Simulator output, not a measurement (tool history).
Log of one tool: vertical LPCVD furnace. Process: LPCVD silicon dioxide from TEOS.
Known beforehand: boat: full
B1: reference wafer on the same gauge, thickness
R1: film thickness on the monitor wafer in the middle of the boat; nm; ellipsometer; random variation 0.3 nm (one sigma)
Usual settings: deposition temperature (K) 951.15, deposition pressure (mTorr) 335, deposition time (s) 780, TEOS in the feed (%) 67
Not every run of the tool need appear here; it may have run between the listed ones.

Run 1, hour 0: usual settings but deposition temperature (K) 946.15; B1 60.21. Result: R1 56.78 nm.
Run 2, hour 38.2: usual settings but deposition temperature (K) 946.15; B1 60.14. Result: R1 56.9 nm.
Run 3, hour 99.3: usual settings; B1 60.08. Result: R1 65 nm.
Run 4, hour 174.2: usual settings; B1 60.23. Result: R1 64.89 nm.
Run 5, hour 238.6: usual settings; B1 60.22. Result: R1 64.61 nm.
Run 6, hour 332: usual settings; B1 60.34. Result: R1 64.77 nm.
Run 7, hour 389.7: usual settings; B1 60.2. Result: R1 65.2 nm.
Run 8, hour 492.1: usual settings; B1 60.21. Result: R1 64.68 nm.
Run 9, hour 600: usual settings; B1 60.24. Result: R1 64.53 nm.
At hour 652.1: TEOS flow controller replaced.
At hour 688.2: thermocouples replaced and temperature profile calibrated.
Run 10, hour 688.7: usual settings; B1 60.19. Result: R1 60.62 nm.
Run 11, hour 783.9: usual settings but deposition pressure (mTorr) 355; B1 60.33. Result: R1 62.96 nm.
Run 12, hour 848.7: usual settings but deposition pressure (mTorr) 355; B1 60.2. Result: R1 62.98 nm.
Run 13, hour 903.2: usual settings but deposition pressure (mTorr) 355; B1 60.24. Result: R1 62.31 nm.
Run 14, hour 959.3: usual settings but deposition time (s) 990; B1 60.22. Result: R1 77.51 nm.
Run 15, hour 1041.9: usual settings but deposition time (s) 990; B1 60.29. Result: R1 77.38 nm.
Run 16, hour 1119.5: usual settings but deposition pressure (mTorr) 375, deposition time (s) 510; B1 60.34. Result: R1 42.55 nm.

Run 17 comes next. What will it give?
At hour 1301.6: pressure gauge zeroed.
Run 17, hour 1312.2: usual settings; B1 ?. Result: R1 ?.

B1: 60.24
R1: 62.96 nm
Take away the tool's hidden state, keep the run-to-run variation as it was, and the same run would have given R1 61.57 nm.
